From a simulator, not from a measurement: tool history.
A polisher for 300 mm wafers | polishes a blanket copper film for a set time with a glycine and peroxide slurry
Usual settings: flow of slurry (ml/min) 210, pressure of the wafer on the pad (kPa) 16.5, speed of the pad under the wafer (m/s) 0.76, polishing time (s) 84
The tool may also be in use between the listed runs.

run,hour,flow of slurry (ml/min),pressure of the wafer on the pad (kPa),speed of the pad under the wafer (m/s),polishing time (s),wafers since the last listed run,wafers polished on this pad,hours since the slurry nozzle was cleaned,hours since the head pressure was calibrated,"incoming thickness of the incoming film, nm",film removed (nm)
1,0,210,16.5,0.76,84,0,109,193.6,184.4,936.1,425.6
2,92.4,175,16.5,0.76,84,520,630,286,276.8,907.8,418
3,145.6,210,16.5,0.76,84,299,930,339.2,330,906.7,418.8
# hour 185.1: worn pad replaced by a new one
# hour 195.5: head pressure recalibrated
4,207.1,210,16.5,0.76,84,312,112,400.7,11.6,926.9,398.8
5,267.6,210,16.5,0.76,84,341,453,461.2,72.1,919.9,411.8
6,374.5,210,16.5,0.76,84,602,1056,568.1,179,931.3,421
# hour 395.5: worn pad replaced by a new one
7,496.5,210,16.5,0.76,84,665,569,690.1,301,925.1,425.3

Forecast run 8:
# hour 538.9: head pressure recalibrated
8,576.9,210,16.5,0.52,71,442,1011,770.5,38,902.9,?

{"run 8": {"film removed (nm)": 276.1}}
Without the tool's hidden state the same run would have given film removed (nm) 271.4.
